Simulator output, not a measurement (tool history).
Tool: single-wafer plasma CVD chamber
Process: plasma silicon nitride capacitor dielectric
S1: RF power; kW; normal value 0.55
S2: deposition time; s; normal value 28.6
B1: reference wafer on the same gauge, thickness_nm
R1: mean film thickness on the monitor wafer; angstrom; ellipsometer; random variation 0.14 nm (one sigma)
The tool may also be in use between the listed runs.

run    hour     S1    S2      B1      R1
  1       0   0.59  31.4  46.148  479.27
  2    21.1   0.59  31.4  46.158  478.72
  3    44.6   0.55  28.6  46.159  421.08
  4      72   0.55  28.6  46.166  421.66
  5    98.3   0.55  28.6  46.126  422.28
  6   111.2  0.485  28.6  46.092  396.24
  7   127.3   0.55  28.6  46.103  421.32
  8   159.2   0.55  28.6  46.124  421.27
  9   175.8   0.55  28.6   46.17  419.47
 10   191.7   0.55  28.6  46.124  420.36
 11   212.4   0.55  28.6  46.032   420.5
 12   318.4   0.55  28.6  46.129  418.05
 13   338.5   0.55  28.6  46.122  416.33
 14   369.8   0.55  28.6  46.011  420.27
 15   386.7   0.55  28.6  46.024   420.6
 16   414.3   0.55  28.6  46.087  415.84
 17   438.4   0.55  28.6  46.062  415.32
 18   451.8   0.55  28.6  46.035  417.64
 19     472  0.455  31.3  46.096  418.04
 20   501.8   0.55  28.6  46.051  415.16
 21   521.4   0.55  31.3  46.063  455.67
 22   538.9   0.55  28.6  46.028  414.99
 23   569.3   0.55  28.6  46.104     415
 24     632   0.44  28.6  46.132  372.16
 25   648.2   0.55  28.6  46.066  412.94
      667.7  -- gauge calibrated
 26   678.4   0.55  28.6  46.179  415.04
      710.1  -- RF generator calibrated
        718  -- showerhead replaced
 27   718.5   0.55  28.6  46.144  427.15
 28   744.8   0.55  28.6  46.136  426.12
 29   769.6  0.605  32.1  46.185  499.93
 30   803.7   0.62  24.7  46.118  386.61
 31   909.2  0.645  28.6  46.069  455.84
 32   944.1  0.595  26.3  46.004  407.58
 33   978.7  0.475    34  46.072  475.59
 34  1012.2   0.47  26.8  46.052  369.91
 35  1034.7   0.64  32.5  46.049  515.05
 36  1056.9  0.455  33.3  46.173  453.65

3 ways to go on from here, each from the tool as it stands after run 36. What would each give?
  A  1057.3  0.55  28.6   ?   ?
  B  1057.3  0.63  26.5   ?   ?
  C  1057.3  0.55  33.8   ?   ?

run      B1      R1
  A  46.103  429.64
  B  46.103  422.07
  C  46.103  507.76
Without the tool's hidden state the same runs would have given:
run      R1
  A  430.68
  B  423.09
  C  508.98

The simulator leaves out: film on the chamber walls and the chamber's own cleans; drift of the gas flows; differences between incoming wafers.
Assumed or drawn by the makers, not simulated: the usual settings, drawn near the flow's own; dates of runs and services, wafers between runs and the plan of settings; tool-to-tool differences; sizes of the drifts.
